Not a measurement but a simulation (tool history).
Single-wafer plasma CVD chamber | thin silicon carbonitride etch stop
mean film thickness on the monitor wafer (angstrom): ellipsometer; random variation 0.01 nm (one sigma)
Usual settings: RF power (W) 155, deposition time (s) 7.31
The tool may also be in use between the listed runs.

run,day,RF power (W),deposition time (s),wafers since the last listed run,hours since the last thermocouple change,hours since the last RF generator calibration,hours since the showerhead was replaced,hours since the gauge calibration,"read-back reference wafer on the same gauge, thickness_nm",mean film thickness on the monitor wafer (angstrom)
1,0.000,155,7.31,0,856.0,1941.4,4290.1,168.5,4.692,41.07
2,2.350,155,7.31,1316,912.4,1997.8,4346.5,224.9,4.691,41.03
3,4.496,155,7.31,1201,963.9,2049.3,4398.0,276.4,4.688,40.83
4,6.083,175,7.31,889,1002.0,2087.4,4436.1,314.5,4.689,42.50
5,7.558,175,7.31,826,1037.4,2122.8,4471.5,349.9,4.691,42.45
6,10.554,170,6.21,1677,1109.3,2194.7,4543.4,421.8,4.690,35.73
7,11.971,170,6.21,793,1143.3,2228.7,4577.4,455.8,4.688,35.66
# day 13.746: showerhead replaced
# day 13.842: thermocouple changed; heater temperature recalibrated
8,13.862,170,6.21,819,0.5,2274.1,2.8,501.2,4.692,35.74
# day 14.992: RF generator calibrated
9,15.012,155,7.31,457,28.1,0.5,30.4,528.8,4.690,42.08
10,17.329,155,7.31,1297,83.7,56.1,86.0,584.4,4.690,42.03
11,23.908,180,8.29,3684,241.6,214.0,243.9,742.3,4.691,49.97
# day 25.154: gauge calibrated
12,25.225,155,7.31,737,273.2,245.6,275.5,1.7,4.689,41.96
13,26.738,180,8.29,847,309.5,281.9,311.8,38.0,4.690,50.11
14,29.500,175,8.16,1547,375.8,348.2,378.1,104.3,4.691,48.66
15,31.925,165,6.91,1358,434.0,406.4,436.3,162.5,4.689,40.28
16,34.742,185,6.04,1577,501.6,474.0,503.9,230.1,4.690,36.88
17,37.033,130,6.22,1283,556.6,529.0,558.9,285.1,4.690,33.63
18,38.100,145,6.05,597,582.2,554.6,584.5,310.7,4.690,34.01
19,39.117,155,7.75,569,606.6,579.0,608.9,335.1,4.689,44.58
20,41.104,130,7.84,1113,654.3,626.7,656.6,382.8,4.694,42.18

4 ways to go on from here, each from the tool as it stands after run 20. What would each give?
A,41.121,155,6.21,9,654.7,627.1,657.0,383.2,?,?
B,41.121,180,7.31,9,654.7,627.1,657.0,383.2,?,?
C,41.121,155,7.72,9,654.7,627.1,657.0,383.2,?,?
D,41.121,140,7.31,9,654.7,627.1,657.0,383.2,?,?

run,"read-back reference wafer on the same gauge, thickness_nm",mean film thickness on the monitor wafer (angstrom)
A,4.688,35.71
B,4.688,44.19
C,4.688,44.39
D,4.688,40.61
Without the tool's hidden state the same runs would have given:
run,mean film thickness on the monitor wafer (angstrom)
A,35.85
B,44.37
C,44.57
D,40.77
